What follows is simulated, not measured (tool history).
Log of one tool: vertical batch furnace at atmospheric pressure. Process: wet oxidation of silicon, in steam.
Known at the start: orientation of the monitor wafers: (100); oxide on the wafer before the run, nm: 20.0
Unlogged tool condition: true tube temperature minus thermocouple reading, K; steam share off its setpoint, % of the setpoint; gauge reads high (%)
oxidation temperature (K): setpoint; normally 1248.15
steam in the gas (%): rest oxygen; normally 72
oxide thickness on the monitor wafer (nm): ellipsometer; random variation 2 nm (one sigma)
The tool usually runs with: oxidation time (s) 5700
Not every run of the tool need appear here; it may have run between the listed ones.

run	hour	oxidation temperature (K)	oxidation time (s)	steam in the gas (%)	wafers since the last listed run	hours since the last temperature calibration	hours since the steam generator was serviced	hours since the gauge calibration	read-back reference wafer on the same gauge, thickness	oxide thickness on the monitor wafer (nm)
1	0	1248.15	5700	72	0	2399.8	1017.9	462.6	357.66	403.8
2	87.4	1248.15	5700	72	660	2487.2	1105.3	550	358.06	403.8
3	382.2	1248.15	5700	72	2226	2782	1400.1	844.8	358.19	404.59
4	444.9	1248.15	5700	72	473	2844.7	1462.8	907.5	358.54	405.4
5	497.1	1248.15	5700	72	394	2896.9	1515	959.7	358.18	404.13
# hour 523.7: steam generator serviced
# hour 530.7: gauge calibrated
# hour 549.7: thermocouples replaced and temperature profile calibrated
6	569.3	1248.15	5700	72	182	19.6	45.6	38.6	357.98	390.45
7	607.5	1248.15	5700	72	288	57.8	83.8	76.8	357.21	393.08
8	705.8	1248.15	5700	72	742	156.1	182.1	175.1	358.59	390.31
9	766.6	1248.15	5700	72	459	216.9	242.9	235.9	357.7	388.17
10	814.9	1270.15	8130	62	364	265.2	291.2	284.2	358.14	529.2
11	882.9	1238.15	5700	69	513	333.2	359.2	352.2	357.76	353.27
12	968.6	1269.15	7440	75	647	418.9	444.9	437.9	358.36	556.03
13	1012.3	1223.15	4080	65	330	462.6	488.6	481.6	357.89	233.74
14	1074.2	1248.15	5700	72	467	524.5	550.5	543.5	358.03	391.95
15	1173.2	1260.15	8520	78	747	623.5	649.5	642.5	357.43	597.12
16	1277.6	1265.15	7410	80	788	727.9	753.9	746.9	357.93	572.49
17	1346.1	1248.15	5700	72	517	796.4	822.4	815.4	357.78	398.45
18	1392.8	1264.15	4680	72	352	843.1	869.1	862.1	357.73	393.68
19	1440.2	1238.15	7620	79	357	890.5	916.5	909.5	357.8	475.87

Hidden state at the last listed run before each entry between runs and at the first one after, where it differs:
Runs 5 to 6: steam generator serviced (hour 523.7); gauge calibrated (hour 530.7); thermocouples replaced and temperature profile calibrated (hour 549.7)
  true tube temperature minus thermocouple reading, K: 4.99 -> 0.443
  what was measured, less what the result would be without the hidden state, oxide thickness on the monitor wafer (nm): +15.11 -> +1.34

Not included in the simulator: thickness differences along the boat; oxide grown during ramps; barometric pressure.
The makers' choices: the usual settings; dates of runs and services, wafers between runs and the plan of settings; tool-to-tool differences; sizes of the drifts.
